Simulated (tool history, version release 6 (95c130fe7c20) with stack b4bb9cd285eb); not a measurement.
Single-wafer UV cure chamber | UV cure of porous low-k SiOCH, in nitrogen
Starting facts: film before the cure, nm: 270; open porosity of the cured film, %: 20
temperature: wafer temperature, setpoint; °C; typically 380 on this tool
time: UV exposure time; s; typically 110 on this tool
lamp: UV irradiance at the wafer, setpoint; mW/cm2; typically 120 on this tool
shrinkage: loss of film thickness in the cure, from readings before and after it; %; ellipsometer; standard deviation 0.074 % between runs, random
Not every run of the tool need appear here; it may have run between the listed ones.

run   hour  temperature  time  lamp  wafers since the last listed run  hours since the UV bulbs were replaced  wafers since the quartz window was cleaned  shrinkage
  1      0          380    65   120                                 0                                    2398                                          28      4.644
  2      9          380    65   120                                59                                    2407                                          87      4.599
  3   19.9          380    65   120                                72                                  2417.9                                         160      4.642
  4   29.7          380   110   120                                65                                  2427.7                                         225      6.418
  5   39.2          380   110   120                                63                                  2437.2                                         288      6.323
  6   53.8          380   110   120                                96                                  2451.8                                         385      6.413
  7     68          388   150   120                                94                                    2466                                         479      7.679
  8   98.6          388   150   120                               203                                  2496.6                                         682      7.658
  9  105.1          388   150   120                                43                                  2503.1                                         726      7.506
 10  111.4          380   110   120                                41                                  2509.4                                         767      6.277
 11  159.5          392   110   120                               319                                  2557.5                                        1087      6.334
 12    169          392   110   120                                63                                    2567                                        1150      6.388
 13  186.3          380   110   120                               114                                  2584.3                                        1265      6.013
       207  -- UV bulbs replaced
 14  207.5          380   110   120                                87                                     0.5                                        1353       7.86
 15  213.9          380   110   120                                42                                     6.9                                        1395       7.71
 16  227.5          380   110   120                                90                                    20.5                                        1485      7.666
 17  237.1          380   110   120                                63                                    30.1                                        1549      7.783
 18  251.9          380   110   120                                98                                    44.9                                        1647       7.63
 19  264.5          390    55   143                                83                                    57.5                                        1731      5.851
     283.6  -- quartz window cleaned
 20  284.1          380   110   120                                77                                    77.1                                           3      8.103
 21  292.4          380   110   120                                55                                    85.4                                          58      7.931
 22  309.5          386   110   101                               113                                   102.5                                         171      7.525
 23  325.3          380   110    85                               104                                   118.3                                         276      6.627
 24  340.1          385   165   146                                98                                   133.1                                         374     10.418
 25    358          380   110   134                               118                                     151                                         493      8.203
 26  375.7          380   110   120                               117                                   168.7                                         611       7.78
 27  386.2          365    60    82                                69                                   179.2                                         681      4.024
 28  393.1          399   130   134                                45                                   186.1                                         726      9.043
 29  406.7          371   110   148                                90                                   199.7                                         817      8.308
 30  421.3          380   110   100                                96                                   214.3                                         914      6.878
 31  434.4          399   130   134                                87                                   227.4                                        1001      8.927
 32  442.3          380   155   120                                52                                   235.3                                        1053      8.748
 33  449.6          371    55    90                                48                                   242.6                                        1102      3.937
 34  460.9          374   140    83                                75                                   253.9                                        1177      6.855
 35  471.6          371   110   148                                71                                   264.6                                        1248      8.024

Predict each of these 4 candidate next runs independently; none follows another, all start after run 35:
  A  472.1          380   110   120                                 3                                   265.1                                        1251          ?
  B  472.1          394    80   148                                 3                                   265.1                                        1251          ?
  C  472.1          380   110    89                                 3                                   265.1                                        1251          ?
  D  472.1          398   110    91                                 3                                   265.1                                        1251          ?

run  shrinkage
  A      7.483
  B      7.282
  C      6.367
  D      6.712
Take away the tool's hidden state, keep each run's random variation, and the runs would have read:
run  shrinkage
  A      8.415
  B      8.208
  C      7.264
  D       7.62
